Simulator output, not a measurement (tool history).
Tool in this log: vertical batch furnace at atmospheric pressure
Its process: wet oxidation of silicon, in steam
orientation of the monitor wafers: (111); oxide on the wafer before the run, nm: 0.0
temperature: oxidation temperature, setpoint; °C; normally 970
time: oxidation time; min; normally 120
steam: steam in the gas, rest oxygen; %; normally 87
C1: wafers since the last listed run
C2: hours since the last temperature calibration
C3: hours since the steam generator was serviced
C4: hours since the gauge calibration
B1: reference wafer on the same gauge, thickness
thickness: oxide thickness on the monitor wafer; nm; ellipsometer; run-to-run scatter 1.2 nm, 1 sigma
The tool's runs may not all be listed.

Run 1, hour 0: usual settings; C1 0; C2 3039.1; C3 1760.6; C4 1288.4; B1 468.01. Result: thickness 590.53 nm.
Run 2, hour 56.9: usual settings; C1 851; C2 3096; C3 1817.5; C4 1345.3; B1 467.99. Result: thickness 591.13 nm.
Run 3, hour 108.4: usual settings; C1 770; C2 3147.5; C3 1869; C4 1396.8; B1 468. Result: thickness 591.17 nm.
Run 4, hour 200: usual settings but temperature 955 °C; C1 1370; C2 3239.1; C3 1960.6; C4 1488.4; B1 468.03. Result: thickness 540.98 nm.
Run 5, hour 303.1: usual settings but temperature 955 °C; C1 1542; C2 3342.2; C3 2063.7; C4 1591.5; B1 467.86. Result: thickness 543.61 nm.
Run 6, hour 367.6: usual settings but temperature 961 °C; C1 964; C2 3406.7; C3 2128.2; C4 1656; B1 467.88. Result: thickness 560.9 nm.
Run 7, hour 431: usual settings but temperature 961 °C; C1 948; C2 3470.1; C3 2191.6; C4 1719.4; B1 468.05. Result: thickness 561.65 nm.
Run 8, hour 496.6: usual settings but steam 96 %; C1 981; C2 3535.7; C3 2257.2; C4 1785; B1 467.96. Result: thickness 631.29 nm.
Run 9, hour 597.5: usual settings but steam 90 %; C1 1509; C2 3636.6; C3 2358.1; C4 1885.9; B1 467.99. Result: thickness 607.32 nm.
Run 10, hour 794.6: usual settings but steam 90 %; C1 2948; C2 3833.7; C3 2555.2; C4 2083; B1 468.15. Result: thickness 609.18 nm.
Run 11, hour 893.7: usual settings but steam 90 %; C1 1482; C2 3932.8; C3 2654.3; C4 2182.1; B1 467.91. Result: thickness 607.12 nm.
Run 12, hour 969.7: usual settings but temperature 987 °C; C1 1136; C2 4008.8; C3 2730.3; C4 2258.1; B1 468.03. Result: thickness 652.34 nm.
At hour 1003.5: thermocouples replaced and temperature profile calibrated.
Run 13, hour 1058.9: usual settings; C1 975; C2 55.4; C3 2819.5; C4 2347.3; B1 467.83. Result: thickness 587.22 nm.
Run 14, hour 1108.3: usual settings; C1 738; C2 104.8; C3 2868.9; C4 2396.7; B1 467.84. Result: thickness 585.38 nm.
Run 15, hour 1177.7: usual settings; C1 1038; C2 174.2; C3 2938.3; C4 2466.1; B1 468.15. Result: thickness 585.07 nm.
Run 16, hour 1225.9: usual settings but temperature 948 °C, time 60.5 min, steam 93 %; C1 721; C2 222.4; C3 2986.5; C4 2514.3; B1 467.89. Result: thickness 335.44 nm.
At hour 1306: gauge calibrated.
Run 17, hour 1527.2: usual settings; C1 4507; C2 523.7; C3 3287.8; C4 221.2; B1 467.94. Result: thickness 587.26 nm.
Run 18, hour 1589.3: usual settings but temperature 964 °C, time 93 min, steam 94 %; C1 928; C2 585.8; C3 3349.9; C4 283.3; B1 468.08. Result: thickness 507.07 nm.
At hour 1624.5: steam generator serviced.
Run 19, hour 1629: usual settings but temperature 990 °C; C1 234; C2 625.5; C3 4.5; C4 323; B1 467.84. Result: thickness 654.95 nm.
Run 20, hour 1717.5: usual settings but temperature 994 °C; C1 1323; C2 714; C3 93; C4 411.5; B1 468.06. Result: thickness 666.81 nm.
Run 21, hour 1767.6: usual settings but time 85.5 min, steam 93 %; C1 749; C2 764.1; C3 143.1; C4 461.6; B1 467.88. Result: thickness 495.35 nm.
Run 22, hour 1821.1: usual settings; C1 800; C2 817.6; C3 196.6; C4 515.1; B1 468. Result: thickness 587.58 nm.
Run 23, hour 1874.6: usual settings but temperature 957 °C, time 157.5 min; C1 800; C2 871.1; C3 250.1; C4 568.6; B1 468.09. Result: thickness 643.96 nm.
Run 24, hour 1935.8: usual settings but temperature 990 °C; C1 915; C2 932.3; C3 311.3; C4 629.8; B1 467.73. Result: thickness 654.66 nm.
Run 25, hour 1986.7: usual settings but temperature 983 °C, time 176 min, steam 82 %; C1 761; C2 983.2; C3 362.2; C4 680.7; B1 468.11. Result: thickness 764.23 nm.
Run 26, hour 2084.6: usual settings but time 171 min, steam 97 %; C1 1464; C2 1081.1; C3 460.1; C4 778.6; B1 467.89. Result: thickness 778.97 nm.

Here are 5 independent what-if runs from the current tool condition. What would each one return?
Run A, hour 2089.5: usual settings; C1 73; C2 1086; C3 465; C4 783.5; B1 ?. Result: thickness ?.
Run B, hour 2089.5: usual settings but temperature 985 °C; C1 73; C2 1086; C3 465; C4 783.5; B1 ?. Result: thickness ?.
Run C, hour 2089.5: usual settings but time 153 min; C1 73; C2 1086; C3 465; C4 783.5; B1 ?. Result: thickness ?.
Run D, hour 2089.5: usual settings but time 164.5 min; C1 73; C2 1086; C3 465; C4 783.5; B1 ?. Result: thickness ?.
Run E, hour 2089.5: usual settings but steam 79 %; C1 73; C2 1086; C3 465; C4 783.5; B1 ?. Result: thickness ?.

run      B1  thickness
  A  467.91     588.63
  B  467.91     639.69
  C  467.91     683.31
  D  467.91     713.96
  E  467.91     554.28
Without the tool's unlogged condition, the same runs would have read:
run  thickness
  A     586.46
  B     637.53
  C     680.92
  D     711.51
  E     552.19

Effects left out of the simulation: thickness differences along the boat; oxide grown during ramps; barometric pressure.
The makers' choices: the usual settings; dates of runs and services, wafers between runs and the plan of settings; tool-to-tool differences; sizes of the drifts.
